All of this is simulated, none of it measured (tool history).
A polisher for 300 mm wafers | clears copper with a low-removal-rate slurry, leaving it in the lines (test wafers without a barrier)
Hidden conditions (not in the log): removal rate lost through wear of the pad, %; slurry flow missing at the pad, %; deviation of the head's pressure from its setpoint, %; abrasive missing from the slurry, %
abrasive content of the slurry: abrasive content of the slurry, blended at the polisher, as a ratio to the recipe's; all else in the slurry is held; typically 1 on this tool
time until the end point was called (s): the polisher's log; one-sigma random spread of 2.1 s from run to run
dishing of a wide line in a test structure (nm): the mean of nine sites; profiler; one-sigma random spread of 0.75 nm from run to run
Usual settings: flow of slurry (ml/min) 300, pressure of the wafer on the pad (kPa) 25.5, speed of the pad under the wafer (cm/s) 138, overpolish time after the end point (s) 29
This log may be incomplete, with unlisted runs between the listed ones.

| run | hour | flow of slurry (ml/min) | pressure of the wafer on the pad (kPa) | speed of the pad under the wafer (cm/s) | abrasive content of the slurry | overpolish time after the end point (s) | wafers since the last listed run | wafers polished on this pad | hours since the slurry nozzle was cleaned | hours since the head pressure was calibrated | hours since the slurry blender was calibrated | incoming thickness of the incoming film, nm | time until the end point was called (s) | dishing of a wide line in a test structure (nm) |
|---|---|---|---|---|---|---|---|---|---|---|---|---|---|---|
| 1 | 0 | 300 | 25.5 | 138 | 1 | 29 | 0 | 430 | 205.5 | 35.4 | 280.7 | 587 | 147.2 | 52 |
|  | 8.9 | slurry blender recalibrated |
|  | 11.9 | slurry nozzle cleaned |
| 2 | 15.5 | 265 | 18.6 | 138 | 1 | 29 | 81 | 511 | 3.6 | 50.9 | 6.6 | 580.9 | 208.2 | 40.5 |
| 3 | 27.7 | 300 | 29.6 | 138 | 0.9 | 29 | 79 | 591 | 15.8 | 63.1 | 18.8 | 592.6 | 132.9 | 54.8 |
| 4 | 38.4 | 300 | 25.5 | 138 | 1 | 29 | 69 | 661 | 26.5 | 73.8 | 29.5 | 583.3 | 148.8 | 51.1 |
| 5 | 46 | 300 | 25.5 | 138 | 1 | 29 | 49 | 710 | 34.1 | 81.4 | 37.1 | 600.2 | 156.7 | 51.6 |
| 6 | 54.3 | 380 | 29.6 | 124 | 1 | 44 | 54 | 765 | 42.4 | 89.7 | 45.4 | 590.1 | 147.4 | 62.4 |
| 7 | 64.8 | 340 | 25.5 | 138 | 0.8 | 29 | 68 | 833 | 52.9 | 100.2 | 55.9 | 592.6 | 167.5 | 49.2 |
| 8 | 71.2 | 300 | 25.5 | 114 | 0.8 | 29 | 41 | 875 | 59.3 | 106.6 | 62.3 | 586.8 | 194.5 | 42.9 |
|  | 84.8 | worn pad replaced by a new one, repeated, since the last time left the tool worse |
| 9 | 85.3 | 300 | 25.5 | 138 | 1 | 29 | 65 | 3 | 73.4 | 120.7 | 76.4 | 589.9 | 134.3 | 54.8 |
| 10 | 94.7 | 300 | 20.7 | 138 | 1 | 43 | 61 | 64 | 82.8 | 130.1 | 85.8 | 597 | 170.5 | 57.3 |
| 11 | 110.6 | 225 | 25.5 | 138 | 1.25 | 29 | 103 | 168 | 98.7 | 146 | 101.7 | 598.7 | 131.5 | 55.2 |
| 12 | 121.3 | 300 | 25.5 | 156 | 1 | 29 | 69 | 238 | 109.4 | 156.7 | 112.4 | 588.7 | 118 | 56.7 |
| 13 | 134.2 | 300 | 25.5 | 138 | 1.15 | 39 | 84 | 322 | 122.3 | 169.6 | 125.3 | 585.8 | 129.7 | 62.9 |
| 14 | 140.6 | 300 | 25.5 | 138 | 1 | 29 | 41 | 364 | 128.7 | 176 | 131.7 | 576.7 | 133.3 | 53.2 |
| 15 | 151.2 | 255 | 25.5 | 102 | 1 | 29 | 69 | 433 | 139.3 | 186.6 | 142.3 | 590.8 | 186.9 | 45.6 |
| 16 | 168.3 | 235 | 18.6 | 100 | 1 | 22 | 111 | 545 | 156.4 | 203.7 | 159.4 | 595.5 | 258.9 | 28.2 |
| 17 | 175.6 | 300 | 25.5 | 138 | 1 | 29 | 47 | 592 | 163.7 | 211 | 166.7 | 595.6 | 141.3 | 52.3 |
| 18 | 193.8 | 300 | 25.5 | 154 | 0.9 | 29 | 118 | 711 | 181.9 | 229.2 | 184.9 | 587.6 | 126.7 | 54.9 |
| 19 | 209.1 | 260 | 25.5 | 138 | 1 | 29 | 99 | 811 | 197.2 | 244.5 | 200.2 | 591.9 | 137.7 | 52.6 |
| 20 | 220.1 | 300 | 17.9 | 106 | 1.2 | 24 | 71 | 883 | 208.2 | 255.5 | 211.2 | 588 | 248.8 | 31.1 |
|  | 224.9 | worn pad replaced by a new one |
| 21 | 234.3 | 300 | 25.5 | 138 | 1 | 29 | 66 | 61 | 222.4 | 269.7 | 225.4 | 602.1 | 142.3 | 54.6 |
|  | 242.9 | slurry nozzle cleaned |
| 22 | 244.9 | 300 | 29 | 152 | 1 | 29 | 62 | 124 | 2 | 280.3 | 236 | 589.2 | 108.3 | 61.9 |
| 23 | 286.8 | 300 | 22.8 | 138 | 1 | 29 | 273 | 397 | 43.9 | 322.2 | 277.9 | 592.2 | 152.8 | 50 |
| 24 | 303.5 | 390 | 17.9 | 106 | 1 | 29 | 109 | 506 | 60.6 | 338.9 | 294.6 | 595.1 | 249.7 | 36.7 |
| 25 | 320.1 | 270 | 25.5 | 138 | 0.85 | 39 | 108 | 615 | 77.2 | 355.5 | 311.2 | 578.1 | 146.5 | 61 |
| 26 | 336 | 300 | 25.5 | 138 | 1 | 29 | 103 | 718 | 93.1 | 371.4 | 327.1 | 580.4 | 133.6 | 54.1 |
| 27 | 346.1 | 300 | 22.1 | 138 | 1 | 42 | 65 | 784 | 103.2 | 381.5 | 337.2 | 591.6 | 163.5 | 57.3 |
|  | 355.1 | worn pad replaced by a new one |
| 28 | 355.6 | 300 | 25.5 | 138 | 1 | 29 | 35 | 3 | 112.7 | 391 | 346.7 | 591.1 | 134.7 | 55.6 |

Alternative continuations, all from the tool just after run 28; predict every row:
| A | 356.1 | 300 | 25.5 | 138 | 1 | 29 | 3 | 6 | 113.2 | 391.5 | 347.2 | 583.3 | ? | ? |
| B | 356.1 | 300 | 31.7 | 138 | 1 | 29 | 3 | 6 | 113.2 | 391.5 | 347.2 | 583.3 | ? | ? |
| C | 356.1 | 230 | 23.4 | 182 | 1 | 44 | 3 | 6 | 113.2 | 391.5 | 347.2 | 583.3 | ? | ? |
| D | 356.1 | 300 | 23.4 | 170 | 0.9 | 29 | 3 | 6 | 113.2 | 391.5 | 347.2 | 583.3 | ? | ? |

| run | time until the end point was called (s) | dishing of a wide line in a test structure (nm) |
|---|---|---|
| A | 130 | 54.3 |
| B | 104.6 | 61.6 |
| C | 108.9 | 67.4 |
| D | 117.9 | 56.3 |
With no hidden state in the tool, these same runs would have given:
| run | time until the end point was called (s) | dishing of a wide line in a test structure (nm) |
|---|---|---|
| A | 129.1 | 54.5 |
| B | 103.8 | 61.7 |
| C | 108.1 | 67.5 |
| D | 117 | 56.5 |

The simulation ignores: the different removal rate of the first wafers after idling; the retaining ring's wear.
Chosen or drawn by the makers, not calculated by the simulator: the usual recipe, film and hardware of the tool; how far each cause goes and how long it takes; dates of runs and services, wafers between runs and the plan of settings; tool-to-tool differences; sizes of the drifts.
